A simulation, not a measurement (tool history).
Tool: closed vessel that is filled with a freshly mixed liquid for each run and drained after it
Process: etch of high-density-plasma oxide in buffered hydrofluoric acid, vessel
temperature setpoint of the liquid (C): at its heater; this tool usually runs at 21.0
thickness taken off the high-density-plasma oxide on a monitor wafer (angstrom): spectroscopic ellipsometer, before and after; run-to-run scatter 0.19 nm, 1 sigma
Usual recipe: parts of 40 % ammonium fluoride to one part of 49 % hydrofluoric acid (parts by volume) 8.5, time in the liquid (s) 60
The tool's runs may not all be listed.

| run | day | temperature setpoint of the liquid (C) | parts of 40 % ammonium fluoride to one part of 49 % hydrofluoric acid (parts by volume) | time in the liquid (s) | read-back film thickness of the high-density-plasma oxide reference wafer, read on the same gauge (nm) | thickness taken off the high-density-plasma oxide on a monitor wafer (angstrom) |
|---|---|---|---|---|---|---|
| 1 | 0.000 | 21.0 | 8.5 | 60 | 69.99 | 658.1 |
| 2 | 0.262 | 21.0 | 8.5 | 60 | 70.00 | 657.3 |
| 3 | 0.596 | 21.0 | 8.5 | 60 | 69.98 | 658.4 |
| 4 | 0.946 | 21.0 | 8.5 | 60 | 69.99 | 657.8 |
| 5 | 1.338 | 21.0 | 8.5 | 60 | 70.03 | 657.0 |
| 6 | 1.625 | 24.5 | 8.5 | 60 | 70.04 | 796.2 |
| 7 | 2.188 | 21.0 | 8.5 | 60 | 69.97 | 652.9 |
| 8 | 2.746 | 21.0 | 8.5 | 60 | 69.98 | 653.0 |
|  | 3.217 | thermometer replaced |
| 9 | 3.271 | 21.0 | 8.5 | 60 | 69.98 | 754.1 |
|  | 3.667 | hydrofluoric acid flow meter replaced |
| 10 | 3.833 | 21.0 | 8.5 | 60 | 70.00 | 848.0 |
| 11 | 4.367 | 18.0 | 5.5 | 35 | 70.02 | 633.1 |
|  | 4.779 | gauge calibrated |
| 12 | 4.933 | 19.0 | 10.0 | 40 | 70.03 | 444.0 |
| 13 | 5.358 | 23.5 | 10.0 | 35 | 69.95 | 498.4 |
| 14 | 5.633 | 22.5 | 11.0 | 95 | 70.03 | 1166.8 |
| 15 | 6.125 | 25.0 | 5.5 | 90 | 69.97 | 2389.5 |
| 16 | 6.462 | 23.5 | 6.0 | 35 | 70.02 | 794.6 |
| 17 | 6.875 | 21.0 | 8.5 | 80 | 69.99 | 1119.7 |
| 18 | 7.258 | 23.5 | 10.5 | 60 | 70.00 | 809.1 |
| 19 | 7.658 | 24.5 | 8.5 | 60 | 70.01 | 1013.0 |
| 20 | 8.329 | 21.0 | 8.5 | 60 | 70.03 | 838.4 |
| 21 | 8.829 | 21.0 | 8.5 | 60 | 70.00 | 835.5 |

Some steps in thickness taken off the high-density-plasma oxide on a monitor wafer (angstrom), run to run, broken into two amounts with sign: the step expected even without the hidden condition (settings, incoming material, random variation), and the rest, left for the hidden condition together with whatever gauge scatter is not in both the measured and the hidden-condition-free result:
The tool's hidden condition here consists of: liquid colder than its thermometer reads (K); hydrofluoric acid flow below the setpoint (%); gauge reads high (%).
Run 8 -> 9: thermometer replaced. thickness taken off the high-density-plasma oxide on a monitor wafer (angstrom) +101.1: hidden state +97.9, all else +3.2.
Run 9 -> 10: hydrofluoric acid flow meter replaced. thickness taken off the high-density-plasma oxide on a monitor wafer (angstrom) +93.9: hidden state +96.0, all else -2.1.
Run 14 -> 15: temperature setpoint of the liquid (C) 22.5 -> 25.0, parts of 40 % ammonium fluoride to one part of 49 % hydrofluoric acid (parts by volume) 11.0 -> 5.5, time in the liquid (s) 95 -> 90. thickness taken off the high-density-plasma oxide on a monitor wafer (angstrom) +1222.7: hidden state -20.1, all else +1242.8.
Run 15 -> 16: temperature setpoint of the liquid (C) 25.0 -> 23.5, parts of 40 % ammonium fluoride to one part of 49 % hydrofluoric acid (parts by volume) 5.5 -> 6.0, time in the liquid (s) 90 -> 35. thickness taken off the high-density-plasma oxide on a monitor wafer (angstrom) -1594.9: hidden state +24.6, all else -1619.5.
